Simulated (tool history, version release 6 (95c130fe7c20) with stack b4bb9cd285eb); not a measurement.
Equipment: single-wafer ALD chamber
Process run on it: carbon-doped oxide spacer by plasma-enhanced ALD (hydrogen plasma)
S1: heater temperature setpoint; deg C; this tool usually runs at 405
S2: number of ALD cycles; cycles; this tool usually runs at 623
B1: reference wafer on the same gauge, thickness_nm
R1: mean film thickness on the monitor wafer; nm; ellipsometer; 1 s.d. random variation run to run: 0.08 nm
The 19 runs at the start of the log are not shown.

run	hour	S1	S2	B1	R1
# hour 964.8: thermocouple changed; heater temperature recalibrated
20	989	405	623	37.817	32.61
21	1039.9	412	731	37.801	37.83
22	1065.9	392	691	37.784	36.266
# hour 1192.6: thermocouple changed; heater temperature recalibrated, repeated, since the last time left the tool worse
23	1206	393	592	37.807	30.988
24	1272.1	398	733	37.82	38.294
25	1312.9	405	623	37.794	32.191
26	1358.8	405	623	37.824	32.18
27	1427.8	394	623	37.794	32.592
28	1480.1	405	623	37.774	32.001
29	1536	409	623	37.79	31.687
30	1582.5	405	718	37.797	37.018

4 ways to go on from here, each from the tool as it stands after run 30. What would each give?
A	1583.9	415	623	?	?
B	1583.9	401	559	?	?
C	1583.9	405	746	?	?
D	1583.9	412	719	?	?

run	B1	R1
A	37.831	31.212
B	37.831	29.09
C	37.831	38.408
D	37.831	36.321
Without the tool's hidden state the same runs would have given:
run	R1
A	31.326
B	29.191
C	38.543
D	36.451
